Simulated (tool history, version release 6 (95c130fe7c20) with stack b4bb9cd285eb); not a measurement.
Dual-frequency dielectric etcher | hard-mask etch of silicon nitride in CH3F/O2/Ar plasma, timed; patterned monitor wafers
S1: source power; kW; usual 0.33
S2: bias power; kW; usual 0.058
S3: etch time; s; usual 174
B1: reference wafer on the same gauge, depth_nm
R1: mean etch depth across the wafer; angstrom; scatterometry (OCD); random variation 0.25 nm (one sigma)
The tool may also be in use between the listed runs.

run,hour,S1,S2,S3,B1,R1
1,0,0.33,0.058,174,104,1094
2,86.7,0.31,0.058,174,104.1,1063
3,161.5,0.33,0.058,210,103.9,1316
# hour 177.4: bias power generator calibrated
4,244.3,0.33,0.058,210,103.9,1303
5,332.2,0.33,0.058,195.5,104,1207
6,380.6,0.28,0.058,174,104,994
# hour 429: wet clean of the chamber
7,453.6,0.28,0.058,174,104,992
8,523.2,0.28,0.058,174,104,990
9,566.3,0.27,0.07,174,104,1037
10,666.8,0.33,0.058,174,104,1072
11,752.7,0.33,0.058,174,104,1071
# hour 829.8: gauge calibrated
12,848.9,0.33,0.045,174,104,980
13,956.6,0.33,0.054,174,103.9,1039
# hour 1062.3: wet clean of the chamber
# hour 1070.9: upper electrode replaced
14,1071.4,0.29,0.047,131.5,104,704
15,1151.5,0.31,0.072,174,103.9,1110
16,1208.5,0.35,0.058,174,103.9,1088
# hour 1223.7: source power generator calibrated
17,1296.8,0.33,0.058,174,103.9,1090
18,1403.7,0.33,0.058,174,104,1086
19,1481.5,0.27,0.062,151.5,104.1,882
20,1521.5,0.33,0.058,213.5,104,1341
21,1589.4,0.33,0.058,174,104,1089
22,1647.1,0.33,0.058,174,104,1092
# hour 1748.8: wet clean of the chamber
23,1749.3,0.33,0.058,174,104,1093
24,1815.1,0.37,0.071,131.5,104,933
25,1873,0.39,0.07,217.5,103.9,1569
26,1925.1,0.41,0.051,201,103.9,1336
27,2015,0.38,0.069,202,104,1429
28,2084.5,0.33,0.058,174,104,1090
29,2183.3,0.33,0.049,174,103.9,1034

The same runs without the tool's hidden state, with the same run-to-run variation:
The hidden state here: etch rate over this chamber's usual, %; source power that arrives over what is set, %; bias power that arrives over what is set, %; gauge reads high (%).
run,R1
1,1080
2,1049
3,1298
4,1309
5,1214
6,1000
7,999
8,998
9,1046
10,1083
11,1084
12,993
13,1056
14,717
15,1131
16,1110
17,1081
18,1076
19,874
20,1328
21,1078
22,1081
23,1082
24,923
25,1552
26,1323
27,1414
28,1078
29,1024
